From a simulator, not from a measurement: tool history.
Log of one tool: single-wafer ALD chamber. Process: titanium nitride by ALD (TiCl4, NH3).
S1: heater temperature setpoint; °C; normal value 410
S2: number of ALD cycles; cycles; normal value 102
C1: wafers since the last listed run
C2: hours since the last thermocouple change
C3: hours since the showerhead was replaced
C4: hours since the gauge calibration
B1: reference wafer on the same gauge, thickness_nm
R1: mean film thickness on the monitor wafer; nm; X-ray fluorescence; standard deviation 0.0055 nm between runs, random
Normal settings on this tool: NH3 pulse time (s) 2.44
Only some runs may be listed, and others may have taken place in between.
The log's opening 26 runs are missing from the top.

run 27 day=50.242 | S1=419 S2=102 NH3_pulse_time_(s)=2.18 | C1=56 C2=235.6 C3=155 C4=515.4 | B1=2.468 | R1=2.178
run 28 day=51.808 | S1=404 S2=113 NH3_pulse_time_(s)=2.44 | C1=62 C2=273.2 C3=192.6 C4=553 | B1=2.474 | R1=2.412
run 29 day=53.7 | S1=410 S2=110 NH3_pulse_time_(s)=1.57 | C1=75 C2=318.6 C3=238 C4=598.4 | B1=2.47 | R1=2.321
run 30 day=58.133 | S1=396 S2=121 NH3_pulse_time_(s)=2.92 | C1=178 C2=425 C3=344.4 C4=704.8 | B1=2.472 | R1=2.583
run 31 day=61.079 | S1=400 S2=92 NH3_pulse_time_(s)=2.44 | C1=118 C2=495.7 C3=415.1 C4=775.5 | B1=2.472 | R1=1.964
run 32 day=62.304 | S1=410 S2=102 NH3_pulse_time_(s)=2.44 | C1=49 C2=525.1 C3=444.5 C4=804.9 | B1=2.469 | R1=2.181
run 33 day=69.242 | S1=424 S2=102 NH3_pulse_time_(s)=3.22 | C1=278 C2=691.6 C3=611 C4=971.4 | B1=2.471 | R1=2.201
run 34 day=70.562 | S1=410 S2=102 NH3_pulse_time_(s)=2.44 | C1=53 C2=723.3 C3=642.7 C4=1003.1 | B1=2.473 | R1=2.188
run 35 day=72.633 | S1=398 S2=113 NH3_pulse_time_(s)=1.81 | C1=83 C2=773 C3=692.4 C4=1052.8 | B1=2.469 | R1=2.386

5 ways to go on from here, each from the tool as it stands after run 35. What would each give?
run A day=72.658 | S1=410 S2=102 NH3_pulse_time_(s)=2.15 | C1=1 C2=773.6 C3=693 C4=1053.4 | B1=? | R1=?
run B day=72.658 | S1=410 S2=102 NH3_pulse_time_(s)=1.91 | C1=1 C2=773.6 C3=693 C4=1053.4 | B1=? | R1=?
run C day=72.658 | S1=410 S2=113 NH3_pulse_time_(s)=1.91 | C1=1 C2=773.6 C3=693 C4=1053.4 | B1=? | R1=?
run D day=72.658 | S1=424 S2=102 NH3_pulse_time_(s)=2.15 | C1=1 C2=773.6 C3=693 C4=1053.4 | B1=? | R1=?
run E day=72.658 | S1=410 S2=118 NH3_pulse_time_(s)=2.44 | C1=1 C2=773.6 C3=693 C4=1053.4 | B1=? | R1=?

run=A B1=2.468 R1=2.18
run=B B1=2.468 R1=2.171
run=C B1=2.468 R1=2.405
run=D B1=2.468 R1=2.19
run=E B1=2.468 R1=2.531
Without the tool's unlogged condition, the same runs would have read:
run=A R1=2.18
run=B R1=2.171
run=C R1=2.405
run=D R1=2.19
run=E R1=2.531

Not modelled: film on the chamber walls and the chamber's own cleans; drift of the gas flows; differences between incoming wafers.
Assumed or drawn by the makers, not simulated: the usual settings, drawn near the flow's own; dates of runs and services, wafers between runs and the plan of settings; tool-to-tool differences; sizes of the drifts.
